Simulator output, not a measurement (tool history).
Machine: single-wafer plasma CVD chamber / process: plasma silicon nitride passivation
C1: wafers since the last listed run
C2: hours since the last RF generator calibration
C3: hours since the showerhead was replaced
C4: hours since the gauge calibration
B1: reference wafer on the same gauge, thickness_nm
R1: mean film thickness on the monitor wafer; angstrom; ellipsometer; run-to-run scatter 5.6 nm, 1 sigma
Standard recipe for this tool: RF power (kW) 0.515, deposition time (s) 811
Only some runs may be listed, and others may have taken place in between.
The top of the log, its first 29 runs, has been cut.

run 30 hour=2192.1 | RF_power_(kW)=0.515 deposition_time_(s)=683 | C1=120 C2=2039.0 C3=1110.7 C4=3809.8 | B1=1168.956 | R1=11216.38
run 31 hour=2232.5 | RF_power_(kW)=0.515 deposition_time_(s)=811 | C1=87 C2=2079.4 C3=1151.1 C4=3850.2 | B1=1170.212 | R1=13301.58
run 32 hour=2276.0 | RF_power_(kW)=0.515 deposition_time_(s)=811 | C1=94 C2=2122.9 C3=1194.6 C4=3893.7 | B1=1170.639 | R1=13310.47
-- hour=2316.1 gauge calibrated
run 33 hour=2321.8 | RF_power_(kW)=0.570 deposition_time_(s)=931 | C1=99 C2=2168.7 C3=1240.4 C4=5.7 | B1=1169.708 | R1=15575.34
-- hour=2367.9 RF generator calibrated
run 34 hour=2368.4 | RF_power_(kW)=0.515 deposition_time_(s)=811 | C1=84 C2=0.5 C3=1287.0 C4=52.3 | B1=1169.915 | R1=13534.92
run 35 hour=2445.0 | RF_power_(kW)=0.515 deposition_time_(s)=905 | C1=166 C2=77.1 C3=1363.6 C4=128.9 | B1=1170.473 | R1=15063.73
run 36 hour=2517.8 | RF_power_(kW)=0.415 deposition_time_(s)=811 | C1=158 C2=149.9 C3=1436.4 C4=201.7 | B1=1170.587 | R1=12863.28
run 37 hour=2806.3 | RF_power_(kW)=0.565 deposition_time_(s)=811 | C1=627 C2=438.4 C3=1724.9 C4=490.2 | B1=1170.892 | R1=13735.51
run 38 hour=2883.2 | RF_power_(kW)=0.515 deposition_time_(s)=811 | C1=167 C2=515.3 C3=1801.8 C4=567.1 | B1=1170.206 | R1=13556.90
run 39 hour=2968.2 | RF_power_(kW)=0.515 deposition_time_(s)=811 | C1=185 C2=600.3 C3=1886.8 C4=652.1 | B1=1169.815 | R1=13459.42
run 40 hour=3010.2 | RF_power_(kW)=0.550 deposition_time_(s)=811 | C1=91 C2=642.3 C3=1928.8 C4=694.1 | B1=1170.277 | R1=13755.66
run 41 hour=3067.5 | RF_power_(kW)=0.475 deposition_time_(s)=671 | C1=124 C2=699.6 C3=1986.1 C4=751.4 | B1=1169.908 | R1=10923.76
run 42 hour=3159.3 | RF_power_(kW)=0.515 deposition_time_(s)=811 | C1=199 C2=791.4 C3=2077.9 C4=843.2 | B1=1170.212 | R1=13367.70
run 43 hour=3221.4 | RF_power_(kW)=0.585 deposition_time_(s)=925 | C1=135 C2=853.5 C3=2140.0 C4=905.3 | B1=1169.745 | R1=15807.76
run 44 hour=3322.4 | RF_power_(kW)=0.585 deposition_time_(s)=811 | C1=219 C2=954.5 C3=2241.0 C4=1006.3 | B1=1169.601 | R1=13955.75

3 ways to go on from here, each from the tool as it stands after run 44. What would each give?
run A hour=3323.0 | RF_power_(kW)=0.515 deposition_time_(s)=811 | C1=1 C2=955.1 C3=2241.6 C4=1006.9 | B1=? | R1=?
run B hour=3323.0 | RF_power_(kW)=0.560 deposition_time_(s)=860 | C1=1 C2=955.1 C3=2241.6 C4=1006.9 | B1=? | R1=?
run C hour=3323.0 | RF_power_(kW)=0.415 deposition_time_(s)=734 | C1=1 C2=955.1 C3=2241.6 C4=1006.9 | B1=? | R1=?

run=A B1=1169.770 R1=13387.13
run=B B1=1169.770 R1=14497.35
run=C B1=1169.770 R1=11493.75
Take away the tool's hidden state, keep each run's random variation, and the runs would have read:
run=A R1=13483.00
run=B R1=14601.17
run=C R1=11576.06
